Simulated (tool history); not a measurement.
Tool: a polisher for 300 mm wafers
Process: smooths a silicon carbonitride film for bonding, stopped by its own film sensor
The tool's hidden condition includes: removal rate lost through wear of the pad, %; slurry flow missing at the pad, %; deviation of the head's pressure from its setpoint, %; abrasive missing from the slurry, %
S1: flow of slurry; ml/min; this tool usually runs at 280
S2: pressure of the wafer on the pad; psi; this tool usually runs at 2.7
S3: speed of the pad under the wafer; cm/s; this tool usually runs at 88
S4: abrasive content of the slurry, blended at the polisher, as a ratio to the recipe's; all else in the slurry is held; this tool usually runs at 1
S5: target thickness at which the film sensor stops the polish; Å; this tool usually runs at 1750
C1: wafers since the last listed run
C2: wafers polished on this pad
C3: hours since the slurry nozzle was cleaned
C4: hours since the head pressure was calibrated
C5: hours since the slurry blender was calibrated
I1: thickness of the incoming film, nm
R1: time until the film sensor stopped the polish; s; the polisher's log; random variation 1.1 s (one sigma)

| run | hour | S1 | S2 | S3 | S4 | S5 | C1 | C2 | C3 | C4 | C5 | I1 | R1 |
|---|---|---|---|---|---|---|---|---|---|---|---|---|---|
| 1 | 0 | 280 | 2.7 | 88 | 1 | 1750 | 0 | 956 | 359.6 | 318.9 | 498.2 | 208.8 | 118.2 |
|  | 7.4 | slurry blender recalibrated |
| 2 | 81.2 | 280 | 2.7 | 88 | 1 | 1750 | 510 | 1467 | 440.8 | 400.1 | 73.8 | 208.3 | 120.6 |
|  | 92.5 | slurry nozzle cleaned |
| 3 | 164.1 | 280 | 2.7 | 88 | 1 | 1750 | 528 | 1995 | 71.6 | 483 | 156.7 | 210.3 | 120.6 |
| 4 | 202.6 | 335 | 2.7 | 82 | 1 | 1750 | 248 | 2244 | 110.1 | 521.5 | 195.2 | 211.1 | 127.8 |
|  | 275.2 | worn pad replaced by a new one |
| 5 | 301.2 | 280 | 2.7 | 88 | 0.85 | 1750 | 610 | 167 | 208.7 | 620.1 | 293.8 | 211.9 | 135.3 |
| 6 | 366.9 | 280 | 2.7 | 88 | 0.85 | 1750 | 423 | 591 | 274.4 | 685.8 | 359.5 | 210.1 | 134.8 |
|  | 401.3 | slurry blender recalibrated |
| 7 | 472.5 | 280 | 2.3 | 88 | 1 | 1750 | 668 | 1259 | 380 | 791.4 | 71.2 | 210.3 | 144 |
| 8 | 512.7 | 280 | 2.3 | 88 | 1 | 1750 | 259 | 1518 | 420.2 | 831.6 | 111.4 | 208.9 | 137.8 |
|  | 531.2 | head pressure recalibrated |
|  | 548.4 | slurry nozzle cleaned |
| 9 | 548.9 | 280 | 2.7 | 88 | 1 | 1750 | 214 | 1732 | 0.5 | 17.7 | 147.6 | 211.6 | 123.1 |
| 10 | 592.1 | 280 | 2.7 | 88 | 1 | 1750 | 278 | 2011 | 43.7 | 60.9 | 190.8 | 209.9 | 118.7 |
| 11 | 657.6 | 280 | 2.7 | 88 | 1 | 1750 | 422 | 2433 | 109.2 | 126.4 | 256.3 | 213.7 | 133 |
|  | 679.3 | worn pad replaced by a new one |
| 12 | 693.9 | 225 | 2.7 | 88 | 1 | 1750 | 208 | 94 | 145.5 | 162.7 | 292.6 | 211.3 | 127.1 |
| 13 | 749.8 | 280 | 2.7 | 88 | 1 | 1750 | 360 | 454 | 201.4 | 218.6 | 348.5 | 210.4 | 122.7 |
|  | 805.3 | slurry blender recalibrated |
| 14 | 811.2 | 210 | 2.7 | 88 | 1 | 1750 | 383 | 837 | 262.8 | 280 | 5.9 | 206.8 | 119 |
| 15 | 918.8 | 355 | 3.3 | 60 | 1 | 1780 | 693 | 1531 | 370.4 | 387.6 | 113.5 | 211.6 | 120 |
|  | 987.7 | slurry nozzle cleaned |
| 16 | 995.5 | 200 | 2.7 | 88 | 1 | 1750 | 488 | 2020 | 7.8 | 464.3 | 190.2 | 213.7 | 138.9 |
|  | 1059.4 | worn pad replaced by a new one |
| 17 | 1095.2 | 280 | 2.7 | 88 | 1 | 1750 | 617 | 231 | 107.5 | 564 | 289.9 | 210.6 | 118.3 |
| 18 | 1174.9 | 205 | 2.7 | 88 | 1 | 1750 | 514 | 745 | 187.2 | 643.7 | 369.6 | 213.5 | 144 |
| 19 | 1254.7 | 280 | 2.7 | 88 | 1 | 1750 | 514 | 1259 | 267 | 723.5 | 449.4 | 209.2 | 122.4 |
|  | 1262.3 | slurry blender recalibrated |
| 20 | 1300.7 | 280 | 3.2 | 80 | 1 | 1670 | 283 | 1543 | 313 | 769.5 | 38.4 | 209.4 | 139.2 |
|  | 1348.7 | head pressure recalibrated |
| 21 | 1382.1 | 345 | 2.2 | 74 | 1 | 1680 | 512 | 2055 | 394.4 | 33.4 | 119.8 | 210.1 | 189.2 |
|  | 1413.1 | worn pad replaced by a new one |
| 22 | 1433.1 | 315 | 2.7 | 88 | 0.8 | 1750 | 303 | 128 | 445.4 | 84.4 | 170.8 | 210.3 | 137.8 |
|  | 1496.6 | slurry nozzle cleaned |
|  | 1662.5 | slurry blender recalibrated |
| 23 | 1731 | 210 | 2.7 | 88 | 0.85 | 1700 | 1901 | 2030 | 234.4 | 382.3 | 68.5 | 209.7 | 161.5 |
|  | 1832.5 | worn pad replaced by a new one |
| 24 | 1833 | 280 | 2.7 | 88 | 0.75 | 1870 | 632 | 3 | 336.4 | 484.3 | 170.5 | 206.1 | 76 |
| 25 | 1873.9 | 280 | 2.7 | 88 | 1.2 | 1750 | 263 | 266 | 377.3 | 525.2 | 211.4 | 210.3 | 112.3 |

Here are 4 independent what-if runs from the current tool condition. What would each one return?
| A | 1874.4 | 280 | 2.7 | 88 | 1 | 1750 | 3 | 270 | 377.8 | 525.7 | 211.9 | 213.2 | ? |
| B | 1874.4 | 280 | 2 | 88 | 1 | 1750 | 3 | 270 | 377.8 | 525.7 | 211.9 | 213.2 | ? |
| C | 1874.4 | 250 | 2.7 | 88 | 1 | 1750 | 3 | 270 | 377.8 | 525.7 | 211.9 | 213.2 | ? |
| D | 1874.4 | 305 | 3.2 | 88 | 0.75 | 1710 | 3 | 270 | 377.8 | 525.7 | 211.9 | 213.2 | ? |

| run | R1 |
|---|---|
| A | 132.6 |
| B | 167.4 |
| C | 135.6 |
| D | 145.7 |
The same runs, with their run-to-run variation unchanged, on a tool lacking any hidden condition would have given:
| run | R1 |
|---|---|
| A | 120.3 |
| B | 151.9 |
| C | 121.8 |
| D | 133 |
